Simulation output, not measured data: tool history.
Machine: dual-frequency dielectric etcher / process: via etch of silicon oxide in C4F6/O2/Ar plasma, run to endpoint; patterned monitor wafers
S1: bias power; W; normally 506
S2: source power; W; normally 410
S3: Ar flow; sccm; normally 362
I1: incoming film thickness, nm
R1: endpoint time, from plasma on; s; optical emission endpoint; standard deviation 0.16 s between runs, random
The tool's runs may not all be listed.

run,hour,S1,S2,S3,I1,R1
1,0,506,410,362,111.1,21.8
2,7.2,418,410,362,111.7,23.5
3,23.8,506,410,362,112.1,21.9
4,31.1,506,410,336,112.3,21.9
5,63,506,410,362,111.6,21.6
6,73.1,506,410,362,112,21.7
7,87,506,410,362,110.8,21.6
8,118.2,506,410,362,112,21.7
9,129.3,506,410,362,110.8,21.5
10,141,506,410,362,112.5,21.6
11,155.5,506,410,362,111.5,21.3
12,163,506,410,362,111.1,21.3
13,175.4,599,410,362,111.5,20.1
14,191.6,599,410,362,111.5,19.9
15,201.6,506,410,362,110,21
# hour 211.8: source power generator calibrated
16,212.6,428,410,286,112.6,22.9
17,224.9,589,410,362,111.9,20.2
# hour 229.5: bias power generator calibrated
# hour 249: wet clean of the chamber
# hour 252.5: Ar flow controller replaced
# hour 260.9: upper electrode replaced
18,261.4,567,330,362,111.1,21
19,261.7,506,480,448,111.7,19.9

Expected results for the next run?
20,267.7,506,410,362,110.4,?

Run 20 yielded R1 20.4 s.
Had the tool carried no hidden state, the very same run would have given R1 21.8 s.

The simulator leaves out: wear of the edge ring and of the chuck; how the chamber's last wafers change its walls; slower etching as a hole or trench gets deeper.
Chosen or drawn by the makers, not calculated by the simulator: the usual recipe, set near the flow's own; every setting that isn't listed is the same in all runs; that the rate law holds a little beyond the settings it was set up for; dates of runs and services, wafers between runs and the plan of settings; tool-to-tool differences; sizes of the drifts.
